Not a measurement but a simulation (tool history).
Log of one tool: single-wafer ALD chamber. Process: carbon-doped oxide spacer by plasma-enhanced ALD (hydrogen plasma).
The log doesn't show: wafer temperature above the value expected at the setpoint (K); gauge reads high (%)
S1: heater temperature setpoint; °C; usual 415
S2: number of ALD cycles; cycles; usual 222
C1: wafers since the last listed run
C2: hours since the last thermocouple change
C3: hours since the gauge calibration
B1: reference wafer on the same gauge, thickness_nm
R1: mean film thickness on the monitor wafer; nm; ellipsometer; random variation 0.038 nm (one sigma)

Run 1, hour 0: usual settings; C1 0; C2 308.7; C3 495.7; B1 12.012. Result: R1 11.272 nm.
Run 2, hour 19.2: usual settings but S1 427 °C; C1 45; C2 327.9; C3 514.9; B1 11.994. Result: R1 10.793 nm.
Run 3, hour 32.8: usual settings but S1 427 °C; C1 31; C2 341.5; C3 528.5; B1 12.005. Result: R1 10.848 nm.
Run 4, hour 51.5: usual settings but S2 231 cycles; C1 43; C2 360.2; C3 547.2; B1 11.996. Result: R1 11.722 nm.
Run 5, hour 84.8: usual settings but S2 231 cycles; C1 78; C2 393.5; C3 580.5; B1 12.012. Result: R1 11.67 nm.
Run 6, hour 119.8: usual settings but S2 231 cycles; C1 82; C2 428.5; C3 615.5; B1 11.99. Result: R1 11.699 nm.
Run 7, hour 134.7: usual settings; C1 35; C2 443.4; C3 630.4; B1 11.998. Result: R1 11.379 nm.
Run 8, hour 157.3: usual settings; C1 53; C2 466; C3 653; B1 11.992. Result: R1 11.329 nm.
Run 9, hour 191.4: usual settings; C1 80; C2 500.1; C3 687.1; B1 11.993. Result: R1 11.203 nm.
Run 10, hour 221.4: usual settings; C1 70; C2 530.1; C3 717.1; B1 12.001. Result: R1 11.249 nm.
Run 11, hour 241.4: usual settings; C1 46; C2 550.1; C3 737.1; B1 11.997. Result: R1 11.252 nm.
Run 12, hour 344.1: usual settings but S2 256 cycles; C1 241; C2 652.8; C3 839.8; B1 11.995. Result: R1 12.914 nm.
At hour 357.6: gauge calibrated.
Run 13, hour 397.1: usual settings but S2 256 cycles; C1 124; C2 705.8; C3 39.5; B1 12.005. Result: R1 13.009 nm.
Run 14, hour 432: usual settings but S2 256 cycles; C1 81; C2 740.7; C3 74.4; B1 12.006. Result: R1 12.864 nm.
Run 15, hour 464.6: usual settings; C1 76; C2 773.3; C3 107; B1 12.008. Result: R1 11.155 nm.
Run 16, hour 477.1: usual settings but S1 402 °C, S2 201 cycles; C1 29; C2 785.8; C3 119.5; B1 12.01. Result: R1 10.649 nm.
Run 17, hour 504.5: usual settings but S2 240 cycles; C1 64; C2 813.2; C3 146.9; B1 12.013. Result: R1 12.069 nm.
Run 18, hour 537.9: usual settings but S1 407 °C, S2 251 cycles; C1 78; C2 846.6; C3 180.3; B1 11.998. Result: R1 13.09 nm.
Run 19, hour 570.6: usual settings but S2 243 cycles; C1 76; C2 879.3; C3 213; B1 12.004. Result: R1 12.251 nm.
Run 20, hour 588: usual settings but S2 240 cycles; C1 40; C2 896.7; C3 230.4; B1 12. Result: R1 12.088 nm.
Run 21, hour 619: usual settings; C1 72; C2 927.7; C3 261.4; B1 11.994. Result: R1 11.154 nm.
Run 22, hour 642.9: usual settings but S1 404 °C, S2 189 cycles; C1 56; C2 951.6; C3 285.3; B1 12.007. Result: R1 9.879 nm.
Run 23, hour 659.6: usual settings but S1 422 °C, S2 238 cycles; C1 39; C2 968.3; C3 302; B1 12. Result: R1 11.607 nm.
Run 24, hour 690.5: usual settings but S1 427 °C, S2 179 cycles; C1 72; C2 999.2; C3 332.9; B1 12. Result: R1 8.583 nm.

Forecast run 25:
At hour 698.6: thermocouple changed; heater temperature recalibrated.
Run 25, hour 730: usual settings but S1 427 °C, S2 246 cycles; C1 74; C2 31.4; C3 372.4; B1 ?. Result: R1 ?.

{"run 25": {"B1": 11.997, "R1": 12.031}}
Without the tool's hidden state the same run would have given R1 12.023 nm.
